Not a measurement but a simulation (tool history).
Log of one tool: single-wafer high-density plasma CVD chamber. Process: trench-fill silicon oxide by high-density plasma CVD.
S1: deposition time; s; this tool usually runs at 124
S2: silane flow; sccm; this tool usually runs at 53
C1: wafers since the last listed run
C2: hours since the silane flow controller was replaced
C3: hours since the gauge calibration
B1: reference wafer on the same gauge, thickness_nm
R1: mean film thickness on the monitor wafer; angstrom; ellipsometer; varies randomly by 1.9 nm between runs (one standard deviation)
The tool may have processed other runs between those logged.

| run | hour | S1 | S2 | C1 | C2 | C3 | B1 | R1 |
|---|---|---|---|---|---|---|---|---|
| 1 | 0.0 | 124 | 50 | 0 | 2998.1 | 324.8 | 562.631 | 6883.46 |
| 2 | 32.0 | 124 | 50 | 304 | 3030.1 | 356.8 | 563.160 | 6861.91 |
|  | 43.2 | gauge calibrated |
| 3 | 63.3 | 124 | 53 | 297 | 3061.4 | 20.1 | 562.761 | 7272.77 |
| 4 | 81.4 | 124 | 53 | 172 | 3079.5 | 38.2 | 562.968 | 7272.61 |
| 5 | 105.0 | 124 | 53 | 224 | 3103.1 | 61.8 | 563.003 | 7308.40 |
| 6 | 137.7 | 124 | 53 | 311 | 3135.8 | 94.5 | 562.620 | 7272.73 |
| 7 | 168.4 | 124 | 53 | 292 | 3166.5 | 125.2 | 563.385 | 7256.80 |
| 8 | 222.3 | 124 | 53 | 512 | 3220.4 | 179.1 | 563.017 | 7274.14 |
| 9 | 248.7 | 109 | 53 | 251 | 3246.8 | 205.5 | 562.833 | 6423.14 |
| 10 | 275.7 | 109 | 53 | 256 | 3273.8 | 232.5 | 563.015 | 6430.22 |
| 11 | 288.3 | 134 | 50 | 119 | 3286.4 | 245.1 | 562.874 | 7409.72 |
|  | 320.6 | silane flow controller replaced |
| 12 | 322.0 | 134 | 50 | 244 | 1.4 | 278.8 | 563.334 | 7004.25 |
| 13 | 352.3 | 134 | 50 | 288 | 31.7 | 309.1 | 562.790 | 7035.13 |
| 14 | 365.9 | 124 | 53 | 129 | 45.3 | 322.7 | 562.743 | 6867.19 |
| 15 | 391.9 | 124 | 61 | 247 | 71.3 | 348.7 | 563.385 | 7977.64 |
| 16 | 410.9 | 124 | 63 | 180 | 90.3 | 367.7 | 563.778 | 8240.19 |
|  | 420.8 | gauge calibrated |
| 17 | 427.9 | 140 | 53 | 161 | 107.3 | 7.1 | 563.692 | 7798.46 |
| 18 | 450.9 | 134 | 63 | 218 | 130.3 | 30.1 | 563.258 | 8881.36 |
| 19 | 480.6 | 110 | 53 | 282 | 160.0 | 59.8 | 563.153 | 6153.94 |
| 20 | 506.4 | 134 | 50 | 245 | 185.8 | 85.6 | 562.546 | 7110.50 |
| 21 | 529.9 | 109 | 46 | 223 | 209.3 | 109.1 | 562.684 | 5323.93 |
| 22 | 553.5 | 139 | 53 | 224 | 232.9 | 132.7 | 562.388 | 7825.68 |
| 23 | 587.6 | 147 | 44 | 324 | 267.0 | 166.8 | 562.854 | 6857.99 |
| 24 | 621.2 | 144 | 57 | 319 | 300.6 | 200.4 | 562.846 | 8707.28 |
| 25 | 652.1 | 134 | 63 | 293 | 331.5 | 231.3 | 562.730 | 8987.36 |
| 26 | 682.4 | 124 | 53 | 288 | 361.8 | 261.6 | 563.013 | 7004.23 |
| 27 | 700.4 | 104 | 58 | 171 | 379.8 | 279.6 | 562.635 | 6468.97 |

4 ways to go on from here, each from the tool as it stands after run 27. What would each give?
| A | 700.8 | 124 | 53 | 3 | 380.2 | 280.0 | ? | ? |
| B | 700.8 | 143 | 49 | 3 | 380.2 | 280.0 | ? | ? |
| C | 700.8 | 103 | 48 | 3 | 380.2 | 280.0 | ? | ? |
| D | 700.8 | 141 | 60 | 3 | 380.2 | 280.0 | ? | ? |

| run | B1 | R1 |
|---|---|---|
| A | 563.404 | 7019.89 |
| B | 563.404 | 7484.54 |
| C | 563.404 | 5280.94 |
| D | 563.404 | 9036.56 |
What these runs would have given with no unlogged condition in the tool:
| run | R1 |
|---|---|
| A | 6848.02 |
| B | 7301.29 |
| C | 5151.65 |
| D | 8815.32 |
